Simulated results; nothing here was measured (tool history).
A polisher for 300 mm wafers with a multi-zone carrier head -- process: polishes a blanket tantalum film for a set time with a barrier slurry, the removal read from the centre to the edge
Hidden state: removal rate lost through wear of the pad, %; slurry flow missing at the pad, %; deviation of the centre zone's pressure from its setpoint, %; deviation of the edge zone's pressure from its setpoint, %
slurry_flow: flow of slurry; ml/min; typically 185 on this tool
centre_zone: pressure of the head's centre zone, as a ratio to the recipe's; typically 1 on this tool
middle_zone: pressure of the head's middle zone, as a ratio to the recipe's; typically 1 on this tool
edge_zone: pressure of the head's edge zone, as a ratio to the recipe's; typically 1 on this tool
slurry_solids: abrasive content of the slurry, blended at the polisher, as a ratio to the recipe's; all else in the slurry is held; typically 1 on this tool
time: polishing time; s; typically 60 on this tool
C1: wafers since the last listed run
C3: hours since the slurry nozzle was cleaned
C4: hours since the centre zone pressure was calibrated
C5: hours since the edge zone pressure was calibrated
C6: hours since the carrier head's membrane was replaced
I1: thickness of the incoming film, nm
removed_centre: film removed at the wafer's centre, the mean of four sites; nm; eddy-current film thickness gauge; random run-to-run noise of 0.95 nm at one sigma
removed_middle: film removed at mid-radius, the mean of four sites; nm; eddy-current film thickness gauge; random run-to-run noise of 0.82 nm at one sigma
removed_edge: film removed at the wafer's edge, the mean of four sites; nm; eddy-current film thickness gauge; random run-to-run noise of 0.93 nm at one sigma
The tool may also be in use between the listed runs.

run 1 hour=0 | slurry_flow=185 centre_zone=1 middle_zone=1 edge_zone=1 slurry_solids=1 time=60 | C1=0 wafers_polished_on_this_pad=226 C3=748.8 C4=515.5 C5=425.2 C6=1202.6 | I1=452.1 | removed_centre=73.8 removed_middle=80.6 removed_edge=77.7
run 2 hour=35.7 | slurry_flow=165 centre_zone=1 middle_zone=1 edge_zone=1 slurry_solids=1 time=48 | C1=472 wafers_polished_on_this_pad=699 C3=784.5 C4=551.2 C5=460.9 C6=1238.3 | I1=455.9 | removed_centre=56.5 removed_middle=62.2 removed_edge=62
run 3 hour=69.1 | slurry_flow=165 centre_zone=1 middle_zone=1 edge_zone=1 slurry_solids=1 time=48 | C1=442 wafers_polished_on_this_pad=1142 C3=817.9 C4=584.6 C5=494.3 C6=1271.7 | I1=448.7 | removed_centre=56.6 removed_middle=63.4 removed_edge=62.3
run 4 hour=134.6 | slurry_flow=185 centre_zone=1 middle_zone=1 edge_zone=1 slurry_solids=1 time=60 | C1=867 wafers_polished_on_this_pad=2010 C3=883.4 C4=650.1 C5=559.8 C6=1337.2 | I1=445.8 | removed_centre=73.7 removed_middle=80.3 removed_edge=77.4
-- hour=139.4 edge zone pressure recalibrated
run 5 hour=202.8 | slurry_flow=185 centre_zone=1 middle_zone=1 edge_zone=1 slurry_solids=1 time=60 | C1=877 wafers_polished_on_this_pad=2887 C3=951.6 C4=718.3 C5=63.4 C6=1405.4 | I1=457.7 | removed_centre=71.4 removed_middle=79.2 removed_edge=76.8
-- hour=242.1 slurry nozzle cleaned
run 6 hour=265.4 | slurry_flow=185 centre_zone=1 middle_zone=1 edge_zone=1 slurry_solids=1 time=60 | C1=816 wafers_polished_on_this_pad=3703 C3=23.3 C4=780.9 C5=126 C6=1468 | I1=450.9 | removed_centre=72.2 removed_middle=80.4 removed_edge=77.7
-- hour=294.9 centre zone pressure recalibrated
run 7 hour=308.8 | slurry_flow=145 centre_zone=1 middle_zone=1 edge_zone=1 slurry_solids=1 time=60 | C1=548 wafers_polished_on_this_pad=4251 C3=66.7 C4=13.9 C5=169.4 C6=1511.4 | I1=456.5 | removed_centre=66.5 removed_middle=77.6 removed_edge=76.1
-- hour=343.9 worn pad replaced by a new one
run 8 hour=351.1 | slurry_flow=140 centre_zone=1.05 middle_zone=1.07 edge_zone=1.09 slurry_solids=1 time=60 | C1=507 wafers_polished_on_this_pad=95 C3=109 C4=56.2 C5=211.7 C6=1553.7 | I1=454.5 | removed_centre=67.6 removed_middle=81.9 removed_edge=79.8
run 9 hour=387.3 | slurry_flow=125 centre_zone=1 middle_zone=1 edge_zone=1.11 slurry_solids=1.25 time=70 | C1=479 wafers_polished_on_this_pad=574 C3=145.2 C4=92.4 C5=247.9 C6=1589.9 | I1=449.3 | removed_centre=78.2 removed_middle=94.6 removed_edge=96.8
run 10 hour=436 | slurry_flow=185 centre_zone=1 middle_zone=1 edge_zone=1 slurry_solids=1 time=60 | C1=645 wafers_polished_on_this_pad=1219 C3=193.9 C4=141.1 C5=296.6 C6=1638.6 | I1=445.8 | removed_centre=67.4 removed_middle=80.5 removed_edge=78.3

Run 11, settings as shown, results not yet in. Your forecast:
-- hour=447.3 carrier head's membrane replaced by a new one
run 11 hour=503.8 | slurry_flow=185 centre_zone=1 middle_zone=1 edge_zone=1 slurry_solids=1 time=69 | C1=831 wafers_polished_on_this_pad=2051 C3=261.7 C4=208.9 C5=364.4 C6=56.5 | I1=447.6 | removed_centre=? removed_middle=? removed_edge=?

{"run 11": {"removed_centre": 74.2, "removed_middle": 92.3, "removed_edge": 91.1}}
If the tool had no hidden condition, the same run with the same run-to-run variation would have returned removed_centre 87 nm, removed_middle 92.2 nm, removed_edge 91.1 nm.
